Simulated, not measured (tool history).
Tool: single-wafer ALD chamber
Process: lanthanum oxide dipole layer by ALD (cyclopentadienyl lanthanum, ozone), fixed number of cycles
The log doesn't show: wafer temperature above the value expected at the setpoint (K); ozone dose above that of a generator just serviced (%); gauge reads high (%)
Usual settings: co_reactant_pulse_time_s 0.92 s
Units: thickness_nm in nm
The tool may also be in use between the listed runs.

run,hour,co_reactant_pulse_time_s,wafers since the last listed run,hours since the last thermocouple change,hours since the last ozone generator service,hours since the showerhead was replaced,hours since the gauge calibration,"read-back reference wafer on the same gauge, thickness_nm",thickness_nm
1,0,0.92,0,873.5,1245.9,3793.1,782.7,0.425,0.46
2,71.6,0.92,702,945.1,1317.5,3864.7,854.3,0.425,0.459
# hour 101.5: ozone generator serviced
3,251.6,0.92,1688,1125.1,150.1,4044.7,1034.3,0.425,0.467
# hour 368.4: gauge calibrated
4,420.6,1.02,1658,1294.1,319.1,4213.7,52.2,0.425,0.487
5,513.4,0.66,910,1386.9,411.9,4306.5,145,0.425,0.404
6,590.5,0.66,756,1464,489,4383.6,222.1,0.425,0.406
7,630.8,0.72,395,1504.3,529.3,4423.9,262.4,0.425,0.421
8,737.9,0.74,1051,1611.4,636.4,4531,369.5,0.425,0.426
9,827,0.92,874,1700.5,725.5,4620.1,458.6,0.425,0.466
10,918.5,0.92,898,1792,817,4711.6,550.1,0.425,0.466
11,999.3,0.76,793,1872.8,897.8,4792.4,630.9,0.425,0.429
12,1061.6,0.76,611,1935.1,960.1,4854.7,693.2,0.425,0.431
# hour 1072.4: showerhead replaced
# hour 1102.3: thermocouple changed; heater temperature recalibrated
13,1152.3,0.92,733,50,1050.8,79.9,783.9,0.425,0.464
14,1222,0.78,684,119.7,1120.5,149.6,853.6,0.425,0.434
15,1282.9,0.92,597,180.6,1181.4,210.5,914.5,0.425,0.464
16,1598.9,1.24,3101,496.6,1497.4,526.5,1230.5,0.425,0.505
# hour 1631.7: gauge calibrated
17,1693.2,1.27,925,590.9,1591.7,620.8,61.5,0.425,0.51
# hour 1732.1: ozone generator serviced
18,1739.3,0.92,373,637,7.2,666.9,107.6,0.425,0.469
19,1786.8,0.72,466,684.5,54.7,714.4,155.1,0.425,0.424
20,1872,0.92,836,769.7,139.9,799.6,240.3,0.425,0.469
21,1951.3,1.22,778,849,219.2,878.9,319.6,0.425,0.51
22,2121.6,0.73,1671,1019.3,389.5,1049.2,489.9,0.425,0.424
23,2210,0.6,867,1107.7,477.9,1137.6,578.3,0.425,0.383
24,2276.1,1.25,648,1173.8,544,1203.7,644.4,0.425,0.511
25,2335.3,1.21,581,1233,603.2,1262.9,703.6,0.425,0.506

4 ways to go on from here, each from the tool as it stands after run 25. What would each give?
A,2335.7,0.57,3,1233.4,603.6,1263.3,704,?,?
B,2335.7,0.77,3,1233.4,603.6,1263.3,704,?,?
C,2335.7,0.59,3,1233.4,603.6,1263.3,704,?,?
D,2335.7,0.67,3,1233.4,603.6,1263.3,704,?,?

run,"read-back reference wafer on the same gauge, thickness_nm",thickness_nm
A,0.425,0.37
B,0.425,0.432
C,0.425,0.378
D,0.425,0.404
Without the tool's hidden state the same runs would have given:
run,thickness_nm
A,0.376
B,0.437
C,0.383
D,0.41
